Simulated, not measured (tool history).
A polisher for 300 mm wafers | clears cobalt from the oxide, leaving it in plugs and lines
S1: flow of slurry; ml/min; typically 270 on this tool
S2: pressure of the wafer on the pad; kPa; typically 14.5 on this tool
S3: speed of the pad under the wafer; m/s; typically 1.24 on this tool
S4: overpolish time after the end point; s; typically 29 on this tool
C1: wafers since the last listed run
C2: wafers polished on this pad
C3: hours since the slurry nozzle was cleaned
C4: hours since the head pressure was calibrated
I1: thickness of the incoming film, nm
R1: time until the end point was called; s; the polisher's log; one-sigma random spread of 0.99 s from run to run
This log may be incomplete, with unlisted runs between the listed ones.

run,day,S1,S2,S3,S4,C1,C2,C3,C4,I1,R1
1,0,270,14.5,1.24,29,0,443,379.1,716.1,382.3,66.2
# day 0.838: worn pad replaced by a new one
2,1.079,270,14.5,1.24,29,198,52,405,742,385.8,58.5
3,1.646,270,14.5,1.24,29,123,175,418.6,755.6,380.5,61.9
4,2.017,270,17.2,1.24,29,80,256,427.5,764.5,383,55.7
5,2.517,270,17.2,1.24,29,108,365,439.5,776.5,380.8,56.1
6,3.025,270,17.2,1.24,29,110,475,451.7,788.7,377.5,56.3
# day 3.542: worn pad replaced by a new one
7,3.621,270,11.7,1.24,24,93,17,466,803,376.8,67
# day 3.788: head pressure recalibrated
8,4.05,270,14.5,1.24,29,75,92,476.3,6.3,374.5,59.4
9,4.379,250,14.5,1.24,29,71,163,484.2,14.2,380.7,62.4
10,4.662,250,14.5,1.24,29,61,225,491,21,377.8,61.7
11,5.408,270,14.5,1.58,29,162,387,508.9,38.9,384.7,53.3
# day 6.196: worn pad replaced by a new one
12,6.217,270,14.5,1.24,29,139,4,528.3,58.3,375.3,56.7
13,6.412,350,17.9,0.88,41,42,46,533,63,379.1,64.2
14,6.742,270,14.5,1.24,29,71,118,540.9,70.9,382.2,61.5
# day 6.829: slurry nozzle cleaned
15,7.404,270,12.4,1.24,24,134,253,13.8,86.8,384.3,70.2
16,7.75,235,10.3,1.24,29,75,328,22.1,95.1,381.4,78.1
17,8.392,270,14.5,1.24,29,139,467,37.5,110.5,375.5,65.6
# day 8.7: worn pad replaced by a new one
18,8.762,340,17.9,1.62,22,44,13,46.4,119.4,377.6,37.8
19,9.058,270,17.9,1.24,18,64,77,53.5,126.5,380.8,50.8
20,9.8,310,14.5,1.24,29,161,238,71.3,144.3,378.3,61.5
21,10.271,270,14.5,1.24,29,102,341,82.6,155.6,375.3,62.9
22,10.529,220,14.5,1.24,18,56,397,88.8,161.8,378.1,64
# day 11.146: worn pad replaced by a new one
23,11.179,270,14.5,1.24,15,105,6,104.4,177.4,386.3,56.3

Each run again, without the hidden state but with its own random variation kept:
Unlogged tool condition in this case: removal rate lost through wear of the pad, %; slurry flow missing at the pad, %; deviation of the head's pressure from its setpoint, %.
run,R1
1,57.6
2,56.5
3,56.9
4,50.3
5,49.8
6,49.5
7,65.7
8,55.5
9,56.9
10,55.4
11,46.8
12,55.9
13,61.7
14,57.1
15,62.6
16,68.9
17,57.2
18,37.1
19,48.2
20,55.4
21,55.8
22,56.4
23,55.8
